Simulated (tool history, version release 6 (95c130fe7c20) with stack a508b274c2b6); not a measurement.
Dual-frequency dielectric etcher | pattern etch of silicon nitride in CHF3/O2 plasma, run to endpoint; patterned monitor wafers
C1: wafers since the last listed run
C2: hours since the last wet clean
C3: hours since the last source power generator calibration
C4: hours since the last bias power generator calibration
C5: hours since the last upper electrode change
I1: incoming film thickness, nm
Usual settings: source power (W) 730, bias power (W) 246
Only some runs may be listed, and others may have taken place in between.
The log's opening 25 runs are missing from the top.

{"hour": 541.0, "done": "bias power generator calibrated"}
{"run": 26, "hour": 565.4, "source power (W)": 730, "bias power (W)": 198, "C1": 442, "C2": 275.2, "C3": 68.0, "C4": 24.4, "C5": 325.1, "I1": 72.0, "endpoint time (s)": 42.5}
{"run": 27, "hour": 582.4, "source power (W)": 730, "bias power (W)": 246, "C1": 240, "C2": 292.2, "C3": 85.0, "C4": 41.4, "C5": 342.1, "I1": 72.1, "endpoint time (s)": 40.8}
{"run": 28, "hour": 601.8, "source power (W)": 730, "bias power (W)": 200, "C1": 274, "C2": 311.6, "C3": 104.4, "C4": 60.8, "C5": 361.5, "I1": 72.3, "endpoint time (s)": 42.9}
{"run": 29, "hour": 625.8, "source power (W)": 910, "bias power (W)": 306, "C1": 340, "C2": 335.6, "C3": 128.4, "C4": 84.8, "C5": 385.5, "I1": 72.7, "endpoint time (s)": 36.5}
{"run": 30, "hour": 646.9, "source power (W)": 600, "bias power (W)": 271, "C1": 298, "C2": 356.7, "C3": 149.5, "C4": 105.9, "C5": 406.6, "I1": 72.5, "endpoint time (s)": 43.1}
{"run": 31, "hour": 679.1, "source power (W)": 730, "bias power (W)": 202, "C1": 456, "C2": 388.9, "C3": 181.7, "C4": 138.1, "C5": 438.8, "I1": 72.2, "endpoint time (s)": 42.7}
{"run": 32, "hour": 691.8, "source power (W)": 730, "bias power (W)": 211, "C1": 179, "C2": 401.6, "C3": 194.4, "C4": 150.8, "C5": 451.5, "I1": 72.5, "endpoint time (s)": 42.5}
{"run": 33, "hour": 711.3, "source power (W)": 580, "bias power (W)": 208, "C1": 276, "C2": 421.1, "C3": 213.9, "C4": 170.3, "C5": 471.0, "I1": 72.3, "endpoint time (s)": 45.9}
{"hour": 751.8, "done": "wet clean of the chamber"}
{"run": 34, "hour": 752.3, "source power (W)": 640, "bias power (W)": 246, "C1": 240, "C2": 0.5, "C3": 254.9, "C4": 211.3, "C5": 512.0, "I1": 72.7, "endpoint time (s)": 42.0}
{"run": 35, "hour": 758.4, "source power (W)": 730, "bias power (W)": 246, "C1": 86, "C2": 6.6, "C3": 261.0, "C4": 217.4, "C5": 518.1, "I1": 72.2, "endpoint time (s)": 40.1}
{"run": 36, "hour": 789.0, "source power (W)": 730, "bias power (W)": 246, "C1": 433, "C2": 37.2, "C3": 291.6, "C4": 248.0, "C5": 548.7, "I1": 72.4, "endpoint time (s)": 40.1}

Each row is a separate what-if for the run after 36, all from the same tool condition, not one after another. Results?
{"run": "A", "hour": 789.4, "source power (W)": 730, "bias power (W)": 246, "C1": 5, "C2": 37.6, "C3": 292.0, "C4": 248.4, "C5": 549.1, "I1": 71.8, "endpoint time (s)": "?"}
{"run": "B", "hour": 789.4, "source power (W)": 730, "bias power (W)": 283, "C1": 5, "C2": 37.6, "C3": 292.0, "C4": 248.4, "C5": 549.1, "I1": 71.8, "endpoint time (s)": "?"}
{"run": "C", "hour": 789.4, "source power (W)": 620, "bias power (W)": 198, "C1": 5, "C2": 37.6, "C3": 292.0, "C4": 248.4, "C5": 549.1, "I1": 71.8, "endpoint time (s)": "?"}

run=A endpoint_time_(s)=40.0
run=B endpoint_time_(s)=38.8
run=C endpoint_time_(s)=44.1
Without the tool's unlogged condition, the same runs would have read:
run=A endpoint_time_(s)=40.0
run=B endpoint_time_(s)=38.8
run=C endpoint_time_(s)=44.2
